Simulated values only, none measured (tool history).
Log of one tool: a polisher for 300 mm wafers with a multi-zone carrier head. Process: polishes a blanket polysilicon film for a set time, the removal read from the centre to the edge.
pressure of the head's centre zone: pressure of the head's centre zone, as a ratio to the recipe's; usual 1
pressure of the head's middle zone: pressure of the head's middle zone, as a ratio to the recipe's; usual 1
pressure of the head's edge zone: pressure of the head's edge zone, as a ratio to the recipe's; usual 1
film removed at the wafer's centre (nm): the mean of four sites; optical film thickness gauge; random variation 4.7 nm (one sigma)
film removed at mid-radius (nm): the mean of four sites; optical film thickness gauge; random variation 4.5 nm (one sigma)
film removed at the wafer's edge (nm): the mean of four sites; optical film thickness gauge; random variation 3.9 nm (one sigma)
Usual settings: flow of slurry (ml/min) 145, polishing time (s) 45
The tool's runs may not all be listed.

run,hour,flow of slurry (ml/min),pressure of the head's centre zone,pressure of the head's middle zone,pressure of the head's edge zone,polishing time (s),"incoming thickness of the incoming film, nm",film removed at the wafer's centre (nm),film removed at mid-radius (nm),film removed at the wafer's edge (nm)
1,0,145,0.96,1,1,45,1053,307,315.8,318.9
2,56.1,145,0.96,1,1,45,1061.1,305,310,312.9
# hour 100.5: centre zone pressure recalibrated
3,144.2,145,1,1,1.02,37,1054.3,249.9,243.2,250
# hour 322.6: carrier head's membrane replaced by a new one
# hour 326.9: slurry nozzle cleaned
4,457.6,145,1,1,1,53,1052.7,351.7,340.7,342
5,518.7,145,1.06,1,1,59,1047.5,414.4,367.9,380
# hour 527.4: worn pad replaced by a new one
6,610.9,145,1,1,1,45,1059.9,325.7,313.2,314.1
7,659.5,145,1.1,1,1,45,1040.6,335.9,301.3,304.4
8,735.8,145,1,1,0.95,53,1035.1,364.8,343.9,347.6
# hour 862.8: slurry nozzle cleaned
# hour 886.1: edge zone pressure recalibrated
9,990.8,170,0.88,1,1,45,1055.1,276.7,289.8,294.1
# hour 1024.2: worn pad replaced by a new one
10,1033.1,105,1,1,1,57,1063.4,384.2,376.8,388.3
11,1110.1,145,1.06,1,1,45,1056.5,328.5,305.6,312.9
12,1189.5,145,0.92,1,1,45,1057.1,295.5,303.9,304.6
13,1253,165,1.08,0.9,1,45,1056.6,334.2,279.9,308.4
# hour 1314: carrier head's membrane replaced by a new one
14,1318.6,145,1,1,1.09,45,1047.5,306.5,293.4,304.7
15,1423.3,145,0.89,1,1.09,45,1028.1,280.6,292,299.8
# hour 1429.7: slurry nozzle cleaned
16,1513.9,145,1,1,1,45,1051.5,305.9,290.4,289.8
17,1581.6,145,1,0.94,1,45,1029.5,298.1,273.2,288.4
# hour 1624.3: worn pad replaced by a new one
# hour 1629.3: centre zone pressure recalibrated
18,1659.9,145,1,1,0.88,45,1059.6,333.6,305.5,299.5
19,1703.2,145,1,1,1,56,1039.1,391,377.6,377.4
20,1754.5,180,1.08,1,1,45,1059.3,347.3,315.7,314.5
21,1846,145,1.03,1.09,0.89,35,1056.9,235.3,243.6,220.9
# hour 1918.5: slurry nozzle cleaned
22,1919,165,1,0.89,0.88,51,1044.3,349.5,311.7,316.7

Forecast each of these 4 alternatives for the next run:
A,1919.4,145,1.07,1,1,45,1041.1,?,?,?
B,1919.4,180,1,0.93,1,45,1041.1,?,?,?
C,1919.4,145,1.07,0.9,1,45,1041.1,?,?,?
D,1919.4,145,0.95,1,1,34,1041.1,?,?,?

run,film removed at the wafer's centre (nm),film removed at mid-radius (nm),film removed at the wafer's edge (nm)
A,308.3,278.4,289.4
B,309.2,274.4,298.5
C,308.1,256.7,289.8
D,216.1,210.5,218.7
Without the tool's hidden state the same runs would have given:
run,film removed at the wafer's centre (nm),film removed at mid-radius (nm),film removed at the wafer's edge (nm)
A,349.1,315.3,327.8
B,350.2,310.7,338
C,348.9,290.7,328.2
D,244.7,238.3,247.6

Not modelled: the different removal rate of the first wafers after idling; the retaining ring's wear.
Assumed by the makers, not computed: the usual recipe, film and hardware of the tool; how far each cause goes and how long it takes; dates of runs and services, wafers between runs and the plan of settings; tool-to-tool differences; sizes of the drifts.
